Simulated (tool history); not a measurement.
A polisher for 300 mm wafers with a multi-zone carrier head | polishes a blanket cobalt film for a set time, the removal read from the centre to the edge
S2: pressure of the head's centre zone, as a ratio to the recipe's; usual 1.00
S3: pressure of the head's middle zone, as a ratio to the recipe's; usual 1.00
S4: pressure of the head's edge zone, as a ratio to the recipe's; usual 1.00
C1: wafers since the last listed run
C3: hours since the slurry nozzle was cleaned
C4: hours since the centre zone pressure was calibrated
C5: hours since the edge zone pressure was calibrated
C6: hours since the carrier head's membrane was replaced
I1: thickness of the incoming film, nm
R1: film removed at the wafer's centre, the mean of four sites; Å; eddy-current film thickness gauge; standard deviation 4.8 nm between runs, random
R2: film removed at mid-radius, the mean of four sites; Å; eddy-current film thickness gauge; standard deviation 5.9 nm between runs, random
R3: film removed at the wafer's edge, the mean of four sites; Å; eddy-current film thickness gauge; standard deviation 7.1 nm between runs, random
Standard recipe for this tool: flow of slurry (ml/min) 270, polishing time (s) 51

Run 1, hour 0.0: usual settings; C1 0; wafers polished on this pad 1229; C3 155.3; C4 286.4; C5 245.0; C6 356.8; I1 1137.9. Result: R1 4752 Å, R2 4601 Å, R3 4718 Å.
At hour 57.1: worn pad replaced by a new one.
Run 2, hour 86.9: usual settings; C1 606; wafers polished on this pad 218; C3 242.2; C4 373.3; C5 331.9; C6 443.7; I1 1139.4. Result: R1 4584 Å, R2 4554 Å, R3 4650 Å.
Run 3, hour 112.9: usual settings; C1 190; wafers polished on this pad 408; C3 268.2; C4 399.3; C5 357.9; C6 469.7; I1 1139.1. Result: R1 4611 Å, R2 4669 Å, R3 4573 Å.
Run 4, hour 162.6: usual settings; C1 363; wafers polished on this pad 772; C3 317.9; C4 449.0; C5 407.6; C6 519.4; I1 1137.0. Result: R1 4642 Å, R2 4596 Å, R3 4589 Å.
At hour 208.5: centre zone pressure recalibrated.
Run 5, hour 233.4: usual settings; C1 503; wafers polished on this pad 1276; C3 388.7; C4 24.9; C5 478.4; C6 590.2; I1 1132.1. Result: R1 4410 Å, R2 4388 Å, R3 4526 Å.
At hour 247.6: slurry nozzle cleaned.
Run 6, hour 269.5: usual settings; C1 256; wafers polished on this pad 1533; C3 21.9; C4 61.0; C5 514.5; C6 626.3; I1 1153.4. Result: R1 4816 Å, R2 4735 Å, R3 4910 Å.
At hour 279.8: worn pad replaced by a new one.
Run 7, hour 336.1: usual settings; C1 458; wafers polished on this pad 412; C3 88.5; C4 127.6; C5 581.1; C6 692.9; I1 1154.6. Result: R1 4804 Å, R2 4714 Å, R3 4785 Å.
Run 8, hour 403.0: usual settings; C1 489; wafers polished on this pad 902; C3 155.4; C4 194.5; C5 648.0; C6 759.8; I1 1140.2. Result: R1 4656 Å, R2 4649 Å, R3 4737 Å.
Run 9, hour 442.0: usual settings; C1 285; wafers polished on this pad 1187; C3 194.4; C4 233.5; C5 687.0; C6 798.8; I1 1146.7. Result: R1 4765 Å, R2 4645 Å, R3 4718 Å.
Run 10, hour 471.3: usual settings but flow of slurry (ml/min) 220, S2 1.08; C1 214; wafers polished on this pad 1402; C3 223.7; C4 262.8; C5 716.3; C6 828.1; I1 1145.2. Result: R1 4893 Å, R2 4469 Å, R3 4460 Å.
Run 11, hour 521.6: usual settings; C1 368; wafers polished on this pad 1770; C3 274.0; C4 313.1; C5 766.6; C6 878.4; I1 1125.6. Result: R1 4643 Å, R2 4460 Å, R3 4803 Å.
At hour 527.9: worn pad replaced by a new one.
At hour 558.8: edge zone pressure recalibrated.
Run 12, hour 559.3: usual settings but flow of slurry (ml/min) 225, S2 1.03, S3 0.90; C1 232; wafers polished on this pad 215; C3 311.7; C4 350.8; C5 0.5; C6 916.1; I1 1133.8. Result: R1 4551 Å, R2 4022 Å, R3 4581 Å.
Run 13, hour 582.0: usual settings; C1 166; wafers polished on this pad 381; C3 334.4; C4 373.5; C5 23.2; C6 938.8; I1 1137.7. Result: R1 4637 Å, R2 4490 Å, R3 4678 Å.
Run 14, hour 636.4: usual settings but flow of slurry (ml/min) 195, S2 0.91, S3 0.91, polishing time (s) 40; C1 398; wafers polished on this pad 779; C3 388.8; C4 427.9; C5 77.6; C6 993.2; I1 1145.8. Result: R1 2952 Å, R2 3048 Å, R3 3409 Å.
At hour 649.2: centre zone pressure recalibrated.
Run 15, hour 661.4: usual settings but flow of slurry (ml/min) 245, S2 0.91, S3 1.04, S4 1.07; C1 168; wafers polished on this pad 948; C3 413.8; C4 12.2; C5 102.6; C6 1018.2; I1 1159.2. Result: R1 4044 Å, R2 4420 Å, R3 4610 Å.
At hour 674.5: carrier head's membrane replaced by a new one.
Run 16, hour 708.7: usual settings but S2 1.10, S3 1.06; C1 309; wafers polished on this pad 1257; C3 461.1; C4 59.5; C5 149.9; C6 34.2; I1 1140.4. Result: R1 4860 Å, R2 4549 Å, R3 4440 Å.
At hour 760.6: worn pad replaced by a new one.
At hour 781.7: slurry nozzle cleaned.
Run 17, hour 856.5: usual settings but S3 1.04, S4 0.89, polishing time (s) 38; C1 1045; wafers polished on this pad 694; C3 74.8; C4 207.3; C5 297.7; C6 182.0; I1 1144.7. Result: R1 3552 Å, R2 3685 Å, R3 3405 Å.
Run 18, hour 883.0: usual settings but flow of slurry (ml/min) 190; C1 193; wafers polished on this pad 888; C3 101.3; C4 233.8; C5 324.2; C6 208.5; I1 1122.9. Result: R1 4558 Å, R2 4359 Å, R3 4546 Å.
Run 19, hour 907.5: usual settings but flow of slurry (ml/min) 325, S4 1.11; C1 179; wafers polished on this pad 1067; C3 125.8; C4 258.3; C5 348.7; C6 233.0; I1 1151.7. Result: R1 4993 Å, R2 4858 Å, R3 5108 Å.
Run 20, hour 966.0: usual settings; C1 428; wafers polished on this pad 1496; C3 184.3; C4 316.8; C5 407.2; C6 291.5; I1 1149.2. Result: R1 4747 Å, R2 4653 Å, R3 4804 Å.
At hour 994.2: worn pad replaced by a new one.
Run 21, hour 1032.9: usual settings but flow of slurry (ml/min) 215, S2 0.90, S3 1.06; C1 460; wafers polished on this pad 283; C3 251.2; C4 383.7; C5 474.1; C6 358.4; I1 1121.1. Result: R1 4008 Å, R2 4558 Å, R3 4502 Å.
Run 22, hour 1071.3: usual settings; C1 281; wafers polished on this pad 564; C3 289.6; C4 422.1; C5 512.5; C6 396.8; I1 1146.6. Result: R1 4734 Å, R2 4567 Å, R3 4656 Å.

Predict each of these 4 candidate next runs independently; none follows another, all start after run 22:
Run A, hour 1071.7: usual settings; C1 2; wafers polished on this pad 567; C3 290.0; C4 422.5; C5 512.9; C6 397.2; I1 1135.7. Result: R1 ?, R2 ?, R3 ?.
Run B, hour 1071.7: usual settings but S2 0.96, polishing time (s) 45; C1 2; wafers polished on this pad 567; C3 290.0; C4 422.5; C5 512.9; C6 397.2; I1 1135.7. Result: R1 ?, R2 ?, R3 ?.
Run C, hour 1071.7: usual settings but flow of slurry (ml/min) 300, S4 0.93; C1 2; wafers polished on this pad 567; C3 290.0; C4 422.5; C5 512.9; C6 397.2; I1 1135.7. Result: R1 ?, R2 ?, R3 ?.
Run D, hour 1071.7: usual settings but flow of slurry (ml/min) 235, S4 1.10; C1 2; wafers polished on this pad 567; C3 290.0; C4 422.5; C5 512.9; C6 397.2; I1 1135.7. Result: R1 ?, R2 ?, R3 ?.

run    R1    R2    R3
  A  4676  4599  4657
  B  3960  4059  4109
  C  4760  4674  4553
  D  4550  4488  4795
Had the tool no hidden state, the same runs would have come out as:
run    R1    R2    R3
  A  4887  4786  4798
  B  4138  4224  4233
  C  4951  4843  4677
  D  4791  4700  4962
